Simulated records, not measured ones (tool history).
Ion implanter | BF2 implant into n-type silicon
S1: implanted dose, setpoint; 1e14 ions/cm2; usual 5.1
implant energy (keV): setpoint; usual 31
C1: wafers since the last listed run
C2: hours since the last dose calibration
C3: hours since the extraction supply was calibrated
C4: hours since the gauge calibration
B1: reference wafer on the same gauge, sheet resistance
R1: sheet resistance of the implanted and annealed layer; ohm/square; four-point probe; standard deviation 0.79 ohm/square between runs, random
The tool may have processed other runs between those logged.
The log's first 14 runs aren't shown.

run 15 hour=179.1 | S1=5.1 implant_energy_(keV)=31 | C1=165 C2=67.8 C3=4307.1 C4=229.6 | B1=206.04 | R1=222.88
run 16 hour=186.1 | S1=4.2 implant_energy_(keV)=40.5 | C1=103 C2=74.8 C3=4314.1 C4=236.6 | B1=206.13 | R1=254.59
run 17 hour=198.4 | S1=6.23 implant_energy_(keV)=34.5 | C1=181 C2=87.1 C3=4326.4 C4=248.9 | B1=205.94 | R1=187.94
run 18 hour=216.2 | S1=5.76 implant_energy_(keV)=25.5 | C1=262 C2=104.9 C3=4344.2 C4=266.7 | B1=205.87 | R1=210.34
run 19 hour=229.3 | S1=6.23 implant_energy_(keV)=34.5 | C1=193 C2=118 C3=4357.3 C4=279.8 | B1=206.1 | R1=187.11
run 20 hour=240.3 | S1=5.74 implant_energy_(keV)=31 | C1=162 C2=129 C3=4368.3 C4=290.8 | B1=206.04 | R1=204.4
-- hour=250.2 Faraday cup replaced and dose calibrated, repeated, since the last time left the tool worse
-- hour=258.4 extraction supply calibrated
run 21 hour=258.9 | S1=5.1 implant_energy_(keV)=31 | C1=38 C2=8.7 C3=0.5 C4=309.4 | B1=206.07 | R1=236.18
run 22 hour=259.2 | S1=6.18 implant_energy_(keV)=25 | C1=4 C2=9 C3=0.8 C4=309.7 | B1=205.97 | R1=209.26
run 23 hour=269.2 | S1=5.81 implant_energy_(keV)=31 | C1=147 C2=19 C3=10.8 C4=319.7 | B1=206.06 | R1=211.83
run 24 hour=276.5 | S1=3.57 implant_energy_(keV)=21.5 | C1=107 C2=26.3 C3=18.1 C4=327 | B1=205.98 | R1=330.74
run 25 hour=319.1 | S1=4.18 implant_energy_(keV)=37 | C1=628 C2=68.9 C3=60.7 C4=369.6 | B1=205.88 | R1=273.3
run 26 hour=331.1 | S1=6.2 implant_energy_(keV)=24 | C1=177 C2=80.9 C3=72.7 C4=381.6 | B1=205.93 | R1=211.87
run 27 hour=340.2 | S1=4.35 implant_energy_(keV)=34.5 | C1=134 C2=90 C3=81.8 C4=390.7 | B1=206.01 | R1=267.51
run 28 hour=356.8 | S1=5.1 implant_energy_(keV)=31 | C1=244 C2=106.6 C3=98.4 C4=407.3 | B1=206 | R1=236.21
run 29 hour=368.9 | S1=6.11 implant_energy_(keV)=34 | C1=178 C2=118.7 C3=110.5 C4=419.4 | B1=206.02 | R1=199.47
-- hour=375.4 gauge calibrated
run 30 hour=386.6 | S1=4.11 implant_energy_(keV)=38 | C1=261 C2=136.4 C3=128.2 C4=11.2 | B1=205.81 | R1=275.49
run 31 hour=401.9 | S1=5.68 implant_energy_(keV)=20.5 | C1=225 C2=151.7 C3=143.5 C4=26.5 | B1=206.05 | R1=233.51
run 32 hour=418.2 | S1=6.12 implant_energy_(keV)=35.5 | C1=240 C2=168 C3=159.8 C4=42.8 | B1=206.11 | R1=198.85
run 33 hour=458 | S1=4.41 implant_energy_(keV)=34 | C1=587 C2=207.8 C3=199.6 C4=82.6 | B1=206.06 | R1=263.64
run 34 hour=472.4 | S1=5.5 implant_energy_(keV)=34 | C1=212 C2=222.2 C3=214 C4=97 | B1=206.01 | R1=219.57
run 35 hour=488.6 | S1=5.1 implant_energy_(keV)=34.5 | C1=239 C2=238.4 C3=230.2 C4=113.2 | B1=206 | R1=232.63
run 36 hour=497.2 | S1=5.68 implant_energy_(keV)=20.5 | C1=126 C2=247 C3=238.8 C4=121.8 | B1=205.89 | R1=233.85
run 37 hour=506.9 | S1=5.1 implant_energy_(keV)=40 | C1=143 C2=256.7 C3=248.5 C4=131.5 | B1=206.08 | R1=230.06
run 38 hour=522.3 | S1=5.5 implant_energy_(keV)=34 | C1=227 C2=272.1 C3=263.9 C4=146.9 | B1=205.9 | R1=219.25

3 options for the next run, each taken on its own from the tool as it stands now. Forecast them:
run A hour=522.7 | S1=4.15 implant_energy_(keV)=31 | C1=5 C2=272.5 C3=264.3 C4=147.3 | B1=? | R1=?
run B hour=522.7 | S1=4.5 implant_energy_(keV)=22.5 | C1=5 C2=272.5 C3=264.3 C4=147.3 | B1=? | R1=?
run C hour=522.7 | S1=4.09 implant_energy_(keV)=25 | C1=5 C2=272.5 C3=264.3 C4=147.3 | B1=? | R1=?

run=A B1=205.99 R1=281.05
run=B B1=205.99 R1=273.62
run=C B1=205.99 R1=291.48
Without the tool's unlogged condition, the same runs would have read:
run=A R1=280.35
run=B R1=272.99
run=C R1=290.77
